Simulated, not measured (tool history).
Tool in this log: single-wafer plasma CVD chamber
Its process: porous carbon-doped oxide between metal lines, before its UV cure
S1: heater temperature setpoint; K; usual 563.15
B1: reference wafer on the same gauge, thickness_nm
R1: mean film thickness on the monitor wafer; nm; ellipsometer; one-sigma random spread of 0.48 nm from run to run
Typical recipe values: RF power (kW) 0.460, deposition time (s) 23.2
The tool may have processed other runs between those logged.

{"run": 1, "hour": 0.0, "S1": 570.15, "RF power (kW)": 0.46, "deposition time (s)": 23.2, "B1": 129.927, "R1": 114.134}
{"run": 2, "hour": 30.8, "S1": 570.15, "RF power (kW)": 0.46, "deposition time (s)": 23.2, "B1": 129.962, "R1": 113.613}
{"run": 3, "hour": 60.3, "S1": 563.15, "RF power (kW)": 0.46, "deposition time (s)": 23.2, "B1": 130.021, "R1": 118.482}
{"run": 4, "hour": 90.3, "S1": 563.15, "RF power (kW)": 0.46, "deposition time (s)": 23.2, "B1": 129.857, "R1": 117.773}
{"run": 5, "hour": 115.6, "S1": 563.15, "RF power (kW)": 0.46, "deposition time (s)": 23.2, "B1": 129.977, "R1": 118.666}
{"run": 6, "hour": 129.7, "S1": 563.15, "RF power (kW)": 0.46, "deposition time (s)": 23.2, "B1": 130.077, "R1": 118.604}
{"run": 7, "hour": 151.5, "S1": 563.15, "RF power (kW)": 0.46, "deposition time (s)": 23.2, "B1": 129.941, "R1": 118.499}
{"run": 8, "hour": 173.5, "S1": 563.15, "RF power (kW)": 0.46, "deposition time (s)": 23.2, "B1": 130.033, "R1": 118.791}
{"hour": 209.1, "done": "RF generator calibrated"}
{"run": 9, "hour": 209.6, "S1": 556.15, "RF power (kW)": 0.425, "deposition time (s)": 24.8, "B1": 130.236, "R1": 132.77}
{"run": 10, "hour": 224.8, "S1": 563.15, "RF power (kW)": 0.46, "deposition time (s)": 23.2, "B1": 130.044, "R1": 129.584}
{"hour": 291.1, "done": "gauge calibrated"}
{"run": 11, "hour": 304.7, "S1": 570.15, "RF power (kW)": 0.525, "deposition time (s)": 23.2, "B1": 130.093, "R1": 140.682}
{"hour": 321.8, "done": "thermocouple changed; heater temperature recalibrated"}
{"run": 12, "hour": 338.0, "S1": 570.15, "RF power (kW)": 0.46, "deposition time (s)": 23.2, "B1": 129.986, "R1": 124.317}
{"hour": 357.7, "done": "showerhead replaced"}
{"run": 13, "hour": 373.7, "S1": 563.15, "RF power (kW)": 0.395, "deposition time (s)": 20.7, "B1": 130.083, "R1": 98.09}
{"run": 14, "hour": 386.3, "S1": 575.15, "RF power (kW)": 0.46, "deposition time (s)": 23.2, "B1": 129.92, "R1": 120.363}
{"run": 15, "hour": 411.4, "S1": 556.15, "RF power (kW)": 0.545, "deposition time (s)": 24.5, "B1": 129.879, "R1": 166.903}
{"run": 16, "hour": 437.4, "S1": 563.15, "RF power (kW)": 0.535, "deposition time (s)": 19.7, "B1": 129.916, "R1": 126.17}
{"run": 17, "hour": 462.0, "S1": 563.15, "RF power (kW)": 0.46, "deposition time (s)": 26.5, "B1": 129.984, "R1": 146.701}

Alternative continuations, all from the tool just after run 17; predict every row:
{"run": "A", "hour": 462.4, "S1": 563.15, "RF power (kW)": 0.46, "deposition time (s)": 23.2, "B1": "?", "R1": "?"}
{"run": "B", "hour": 462.4, "S1": 574.15, "RF power (kW)": 0.495, "deposition time (s)": 26.3, "B1": "?", "R1": "?"}
{"run": "C", "hour": 462.4, "S1": 563.15, "RF power (kW)": 0.46, "deposition time (s)": 20.1, "B1": "?", "R1": "?"}

run=A B1=130.099 R1=129.537
run=B B1=130.099 R1=146.357
run=C B1=130.099 R1=112.781
Take away the tool's hidden state, keep each run's random variation, and the runs would have read:
run=A R1=131.463
run=B R1=148.380
run=C R1=114.458
